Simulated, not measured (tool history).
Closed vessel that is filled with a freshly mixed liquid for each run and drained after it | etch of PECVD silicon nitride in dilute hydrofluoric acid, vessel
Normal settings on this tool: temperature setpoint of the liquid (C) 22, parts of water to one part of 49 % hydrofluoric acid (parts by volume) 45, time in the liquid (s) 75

run   hour  temperature setpoint of the liquid (C)  parts of water to one part of 49 % hydrofluoric acid (parts by volume)  time in the liquid (s)  wafers since the last listed run  hours since the thermometer was replaced  hours since the hydrofluoric acid flow meter was replaced  hours since the gauge calibration  read-back film thickness of the PECVD silicon nitride reference wafer, read on the same gauge (nm)  thickness taken off the PECVD silicon nitride on a monitor wafer (angstrom)
  1      0                                      22                                                                      45                      75                                 0                                    2488.1                                                      585.6                              784.8                                                                                               69.97                                                                        40.81
  2   26.5                                      22                                                                      45                      75                              2904                                    2514.6                                                      612.1                              811.3                                                                                              70.035                                                                         40.5
  3   59.8                                    20.5                                                                      45                      75                              3649                                    2547.9                                                      645.4                              844.6                                                                                              70.008                                                                        36.99
  4     92                                    20.5                                                                      45                      75                              3528                                    2580.1                                                      677.6                              876.8                                                                                              69.983                                                                         36.8
  5  183.2                                      22                                                                      45                      75                              9994                                    2671.3                                                      768.8                                968                                                                                              70.014                                                                        40.37
  6  213.4                                      22                                                                      45                      75                              3309                                    2701.5                                                        799                              998.2                                                                                              70.002                                                                        40.19
     221.8  -- hydrofluoric acid flow meter replaced
  7  229.4                                      22                                                                      45                      75                              1643                                    2717.5                                                        7.6                             1014.2                                                                                              69.957                                                                        41.15
  8  258.3                                      22                                                                      45                      55                              3167                                    2746.4                                                       36.5                             1043.1                                                                                              70.009                                                                        29.35
  9  283.3                                      22                                                                      45                      55                              2739                                    2771.4                                                       61.5                             1068.1                                                                                              69.989                                                                        29.29
 10  311.5                                      22                                                                      45                      55                              3090                                    2799.6                                                       89.7                             1096.3                                                                                              69.994                                                                        29.38
 11  325.1                                      22                                                                      45                      75                              1490                                    2813.2                                                      103.3                             1109.9                                                                                              70.063                                                                        40.18
 12  340.4                                      22                                                                      45                      75                              1676                                    2828.5                                                      118.6                             1125.2                                                                                              70.041                                                                         40.2
 13  355.9                                      22                                                                      45                      75                              1698                                      2844                                                      134.1                             1140.7                                                                                              69.993                                                                        39.91
 14  387.7                                      22                                                                      30                      75                              3485                                    2875.8                                                      165.9                             1172.5                                                                                              70.028                                                                        59.07
     406.3  -- gauge calibrated
 15  414.2                                      22                                                                      45                      75                              2904                                    2902.3                                                      192.4                                7.9                                                                                              70.009                                                                        40.25
 16  446.6                                      22                                                                      45                      75                              3550                                    2934.7                                                      224.8                               40.3                                                                                              70.007                                                                        40.28
 17    475                                      25                                                                      45                      35                              3112                                    2963.1                                                      253.2                               68.7                                                                                              69.967                                                                        23.01
 18  502.4                                    23.5                                                                      30                     110                              3002                                    2990.5                                                      280.6                               96.1                                                                                               70.02                                                                        98.28
     557.5  -- thermometer replaced
 19  577.8                                      20                                                                      35                      75                              8153                                      20.3                                                        356                              171.5                                                                                              69.955                                                                        49.44

Forecast run 20:
 20  592.3                                      22                                                                      45                      75                              1589                                      34.8                                                      370.5                                186                                                                                                   ?                                                                            ?

Run 20 gave read-back film thickness of the PECVD silicon nitride reference wafer, read on the same gauge (nm) 70.049, thickness taken off the PECVD silicon nitride on a monitor wafer (angstrom) 44.03.
With the hidden condition absent and the run-to-run variation left alone, this run would have shown thickness taken off the PECVD silicon nitride on a monitor wafer (angstrom) 44.21.
